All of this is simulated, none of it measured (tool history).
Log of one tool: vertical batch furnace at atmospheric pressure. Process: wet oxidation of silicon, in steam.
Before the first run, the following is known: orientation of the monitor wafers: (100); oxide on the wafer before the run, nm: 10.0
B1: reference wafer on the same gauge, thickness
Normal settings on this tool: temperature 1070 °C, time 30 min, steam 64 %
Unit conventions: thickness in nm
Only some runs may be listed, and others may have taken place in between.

Run 1, hour 0: usual settings; B1 334.49. Result: thickness 305.58 nm.
Run 2, hour 51.7: usual settings; B1 335.06. Result: thickness 304.34 nm.
Run 3, hour 127.8: usual settings; B1 335.03. Result: thickness 305.22 nm.
Run 4, hour 215.3: usual settings; B1 335.11. Result: thickness 303.95 nm.
Run 5, hour 531.5: usual settings; B1 334.46. Result: thickness 301.54 nm.
Run 6, hour 620.8: usual settings; B1 334.75. Result: thickness 299.31 nm.
Run 7, hour 726.5: usual settings; B1 335.66. Result: thickness 298.18 nm.
Run 8, hour 789.8: usual settings; B1 335.11. Result: thickness 299.43 nm.
Run 9, hour 888.5: usual settings but temperature 1087 °C, time 15.5 min; B1 335.23. Result: thickness 217.15 nm.
Run 10, hour 975.6: usual settings but temperature 1058 °C, steam 75 %; B1 335.24. Result: thickness 304.57 nm.
At hour 1036.2: steam generator serviced.
At hour 1189.7: gauge calibrated.
At hour 1234.2: thermocouples replaced and temperature profile calibrated.
Run 11, hour 1293.7: usual settings but temperature 1058 °C, time 41.5 min, steam 57 %; B1 334.23. Result: thickness 327.32 nm.
Run 12, hour 1360.7: usual settings but steam 57 %; B1 334.85. Result: thickness 286.32 nm.
Run 13, hour 1461.6: usual settings; B1 334.9. Result: thickness 309.81 nm.
Run 14, hour 1539.3: usual settings but temperature 1048 °C, time 25 min; B1 335.53. Result: thickness 237.63 nm.
Run 15, hour 1576: usual settings but time 36.5 min, steam 68 %; B1 335.1. Result: thickness 363.53 nm.
Run 16, hour 1672.8: usual settings but temperature 1051 °C, time 21.5 min, steam 55 %; B1 335.4. Result: thickness 197.7 nm.
Run 17, hour 1718.9: usual settings but temperature 1052 °C, time 18.5 min, steam 74 %; B1 335.32. Result: thickness 219.94 nm.

Forecast each of these 4 alternatives for the next run:
Run A, hour 1723.1: usual settings; B1 ?. Result: thickness ?.
Run B, hour 1723.1: usual settings but temperature 1077 °C, time 16.5 min, steam 68 %; B1 ?. Result: thickness ?.
Run C, hour 1723.1: usual settings but temperature 1055 °C, time 36 min, steam 59 %; B1 ?. Result: thickness ?.
Run D, hour 1723.1: usual settings but temperature 1091 °C; B1 ?. Result: thickness ?.

run      B1  thickness
  A  335.22     310.61
  B  335.22     230.06
  C  335.22     302.03
  D  335.22     347.77
What these runs would have given with no unlogged condition in the tool:
run  thickness
  A     311.76
  B     230.94
  C     303.18
  D     349.01
